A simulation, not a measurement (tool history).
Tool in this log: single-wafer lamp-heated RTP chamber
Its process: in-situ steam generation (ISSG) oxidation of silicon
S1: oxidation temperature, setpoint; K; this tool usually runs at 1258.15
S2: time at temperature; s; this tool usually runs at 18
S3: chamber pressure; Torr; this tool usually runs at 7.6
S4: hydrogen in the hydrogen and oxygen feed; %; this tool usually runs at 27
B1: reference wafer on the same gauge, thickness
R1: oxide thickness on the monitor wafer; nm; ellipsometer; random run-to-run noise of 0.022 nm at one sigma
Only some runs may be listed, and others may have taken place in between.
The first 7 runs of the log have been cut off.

run	hour	S1	S2	S3	S4	B1	R1
8	79.2	1267.15	18	7.6	27	4.931	5.557
9	93.2	1267.15	18	7.6	27	4.936	5.580
10	109.1	1267.15	18	7.6	27	4.928	5.601
11	123.5	1258.15	18	7.6	32	4.936	5.664
12	138.7	1258.15	18	7.6	30	4.930	5.588
# hour 169.5: gauge calibrated
13	184.8	1275.15	24	7.6	27	4.931	6.685
14	195.9	1246.15	25	7.6	24	4.930	5.857
# hour 206.7: pyrometer window cleaned and pyrometer calibrated
# hour 208.6: pressure gauge zeroed
15	209.1	1265.15	15	6.9	27	4.927	5.010
16	221.5	1258.15	18	7.6	27	4.933	5.291
17	235.5	1258.15	25	7.0	24	4.933	5.972
18	244.8	1258.15	15	7.6	27	4.929	4.923
19	261.8	1258.15	18	7.6	21	4.930	5.010
20	272.1	1247.15	18	7.6	32	4.931	5.327
21	284.8	1258.15	18	7.6	27	4.933	5.324
22	297.6	1258.15	18	7.6	27	4.932	5.363
23	310.7	1258.15	18	9.0	27	4.929	5.277
24	322.0	1258.15	11	8.6	27	4.930	4.322
25	329.0	1258.15	18	7.6	27	4.929	5.380
26	336.4	1270.15	18	7.2	17	4.933	5.001
27	349.7	1242.15	14	8.9	21	4.930	4.268
28	365.6	1258.15	18	7.6	27	4.925	5.375
29	376.2	1265.15	24	8.4	27	4.931	6.241
30	388.1	1241.15	24	6.9	20	4.928	5.307
31	396.0	1274.15	18	7.6	30	4.931	5.891

Alternative continuations, all from the tool just after run 31; predict every row:
A	396.4	1258.15	18	7.6	20	?	?
B	396.4	1241.15	21	8.4	17	?	?
C	396.4	1258.15	24	7.6	27	?	?
D	396.4	1258.15	23	8.9	27	?	?

run	B1	R1
A	4.934	4.983
B	4.934	4.833
C	4.934	6.115
D	4.934	5.935
With the hidden condition removed and each run's random variation left untouched, the same runs would have given:
run	R1
A	4.862
B	4.722
C	5.953
D	5.780
